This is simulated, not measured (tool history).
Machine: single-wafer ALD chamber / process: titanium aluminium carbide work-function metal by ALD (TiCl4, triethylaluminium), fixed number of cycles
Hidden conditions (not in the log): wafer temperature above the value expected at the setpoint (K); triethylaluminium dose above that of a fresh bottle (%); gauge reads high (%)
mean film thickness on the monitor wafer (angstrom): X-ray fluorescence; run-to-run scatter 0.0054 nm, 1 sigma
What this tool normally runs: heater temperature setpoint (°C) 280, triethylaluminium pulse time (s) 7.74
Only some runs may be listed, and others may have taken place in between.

run	hour	heater temperature setpoint (°C)	triethylaluminium pulse time (s)	wafers since the last listed run	hours since the last thermocouple change	hours since the last triethylaluminium bottle change	hours since the showerhead was replaced	hours since the gauge calibration	read-back reference wafer on the same gauge, thickness_nm	mean film thickness on the monitor wafer (angstrom)
1	0	280	10.12	0	987.8	686.4	5687.5	365	1.849	16.15
2	13.1	280	7.74	241	1000.9	699.5	5700.6	378.1	1.849	15.45
3	20.4	280	7.74	134	1008.2	706.8	5707.9	385.4	1.851	15.48
4	34.9	280	7.74	266	1022.7	721.3	5722.4	399.9	1.85	15.39
5	47.8	280	7.74	237	1035.6	734.2	5735.3	412.8	1.851	15.38
6	53.9	280	7.74	112	1041.7	740.3	5741.4	418.9	1.85	15.45
7	64.3	280	7.74	191	1052.1	750.7	5751.8	429.3	1.85	15.48
8	71	280	5.54	123	1058.8	757.4	5758.5	436	1.849	14.28
9	80.4	280	5.54	173	1068.2	766.8	5767.9	445.4	1.852	14.3
# hour 130: triethylaluminium bottle replaced
10	131.7	280	7.74	796	1119.5	1.7	5819.2	496.7	1.85	15.9
11	142.6	280	7.74	200	1130.4	12.6	5830.1	507.6	1.853	15.95
12	193.1	280	7.74	929	1180.9	63.1	5880.6	558.1	1.851	15.93
13	210.5	280	7.74	320	1198.3	80.5	5898	575.5	1.848	15.86
# hour 220.6: gauge calibrated
14	225.1	280	7.74	268	1212.9	95.1	5912.6	4.5	1.851	15.85
15	231.5	280	7.74	117	1219.3	101.5	5919	10.9	1.85	15.98
16	244.7	288	8.53	242	1232.5	114.7	5932.2	24.1	1.85	16.85
17	253.6	268	5.09	163	1241.4	123.6	5941.1	33	1.851	13.76
# hour 268.3: showerhead replaced
18	300.4	280	7.74	714	1288.2	170.4	32.1	79.8	1.849	15.82
# hour 313.6: thermocouple changed; heater temperature recalibrated
19	314.1	271	7.74	104	0.5	184.1	45.8	93.5	1.848	15.11
20	321.4	269	7.74	134	7.8	191.4	53.1	100.8	1.852	14.93
21	328	287	6.16	121	14.4	198	59.7	107.4	1.85	15.8
22	359.5	276	9.47	579	45.9	229.5	91.2	138.9	1.851	15.95
23	376.5	286	4.71	312	62.9	246.5	108.2	155.9	1.849	14.77
24	388.1	290	5.72	213	74.5	258.1	119.8	167.5	1.852	15.67
25	405.5	291	4.68	320	91.9	275.5	137.2	184.9	1.85	15.04
26	421.7	280	7.74	298	108.1	291.7	153.4	201.1	1.851	15.85
27	430.8	291	4.68	167	117.2	300.8	162.5	210.2	1.849	15.05
28	443.2	288	6.29	228	129.6	313.2	174.9	222.6	1.85	15.86
29	451.2	267	6.09	147	137.6	321.2	182.9	230.6	1.849	14.12
30	463.3	280	7.74	222	149.7	333.3	195	242.7	1.849	15.78
31	473.6	276	9.47	189	160	343.6	205.3	253	1.849	15.93
32	490.3	285	9.05	307	176.7	360.3	222	269.7	1.851	16.56
33	499.8	268	6.29	174	186.2	369.8	231.5	279.2	1.85	14.13
34	512.8	280	7.74	239	199.2	382.8	244.5	292.2	1.849	15.78

Alternative continuations, all from the tool just after run 34; predict every row:
A	513.2	280	7.74	7	199.6	383.2	244.9	292.6	?	?
B	513.2	287	10.52	7	199.6	383.2	244.9	292.6	?	?
C	513.2	280	9.73	7	199.6	383.2	244.9	292.6	?	?

run	read-back reference wafer on the same gauge, thickness_nm	mean film thickness on the monitor wafer (angstrom)
A	1.851	15.72
B	1.851	17.04
C	1.851	16.27
Had the tool no hidden state, the same runs would have come out as:
run	mean film thickness on the monitor wafer (angstrom)
A	15.97
B	17.21
C	16.45
